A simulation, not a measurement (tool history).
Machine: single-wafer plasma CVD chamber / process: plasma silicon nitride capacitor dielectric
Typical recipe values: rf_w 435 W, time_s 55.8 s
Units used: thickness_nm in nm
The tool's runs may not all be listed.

| run | hour | rf_w | time_s | read-back reference wafer on the same gauge, thickness_nm | thickness_nm |
|---|---|---|---|---|---|
| 1 | 0.0 | 435 | 55.8 | 88.574 | 82.261 |
| 2 | 60.6 | 405 | 55.8 | 88.645 | 80.923 |
| 3 | 96.8 | 405 | 55.8 | 88.740 | 80.819 |
| 4 | 191.6 | 490 | 55.8 | 88.729 | 84.468 |
| 5 | 291.2 | 490 | 55.8 | 88.810 | 84.166 |
|  | 363.9 | RF generator calibrated |
| 6 | 381.8 | 435 | 55.8 | 88.487 | 82.402 |
| 7 | 479.7 | 435 | 55.8 | 88.557 | 82.700 |
| 8 | 545.5 | 435 | 59.3 | 88.490 | 87.162 |
| 9 | 618.1 | 435 | 59.3 | 88.640 | 87.361 |
| 10 | 696.2 | 435 | 59.3 | 88.527 | 87.156 |
| 11 | 797.6 | 435 | 55.8 | 88.495 | 81.896 |
| 12 | 879.2 | 395 | 50.8 | 88.690 | 73.173 |
| 13 | 952.7 | 435 | 55.8 | 88.855 | 82.545 |
| 14 | 995.5 | 435 | 55.8 | 88.513 | 82.426 |
| 15 | 1077.0 | 435 | 55.8 | 88.635 | 82.329 |
| 16 | 1126.4 | 490 | 55.8 | 88.650 | 84.131 |
| 17 | 1210.8 | 435 | 64.8 | 88.623 | 96.232 |
| 18 | 1273.0 | 435 | 55.8 | 88.809 | 82.354 |
| 19 | 1315.8 | 350 | 46.6 | 88.470 | 66.254 |
| 20 | 1405.2 | 405 | 55.8 | 88.602 | 80.890 |
| 21 | 1487.8 | 435 | 55.8 | 88.646 | 81.888 |
| 22 | 1524.0 | 500 | 48.0 | 88.646 | 72.856 |
|  | 1542.0 | gauge calibrated |
|  | 1600.6 | RF generator calibrated |
|  | 1600.8 | showerhead replaced |
| 23 | 1613.7 | 405 | 64.7 | 88.587 | 93.703 |
| 24 | 1665.6 | 435 | 55.8 | 88.516 | 82.577 |
| 25 | 1752.3 | 370 | 48.2 | 88.565 | 68.498 |
| 26 | 1833.1 | 400 | 55.8 | 88.562 | 80.482 |
| 27 | 1879.9 | 370 | 63.6 | 88.643 | 90.456 |
| 28 | 1982.8 | 380 | 45.6 | 88.415 | 65.379 |
| 29 | 2078.5 | 375 | 47.2 | 88.482 | 68.074 |
| 30 | 2125.1 | 455 | 64.9 | 88.403 | 97.142 |

Consider 3 possible next runs. They are alternatives, not a sequence: every one starts from the tool as it was left by run 30. What does each give?
| A | 2125.5 | 435 | 55.8 | ? | ? |
| B | 2125.5 | 375 | 46.4 | ? | ? |
| C | 2125.5 | 370 | 60.2 | ? | ? |

| run | read-back reference wafer on the same gauge, thickness_nm | thickness_nm |
|---|---|---|
| A | 88.689 | 81.672 |
| B | 88.689 | 65.939 |
| C | 88.689 | 85.328 |
Without the tool's hidden state the same runs would have given:
| run | thickness_nm |
|---|---|
| A | 81.672 |
| B | 65.939 |
| C | 85.328 |
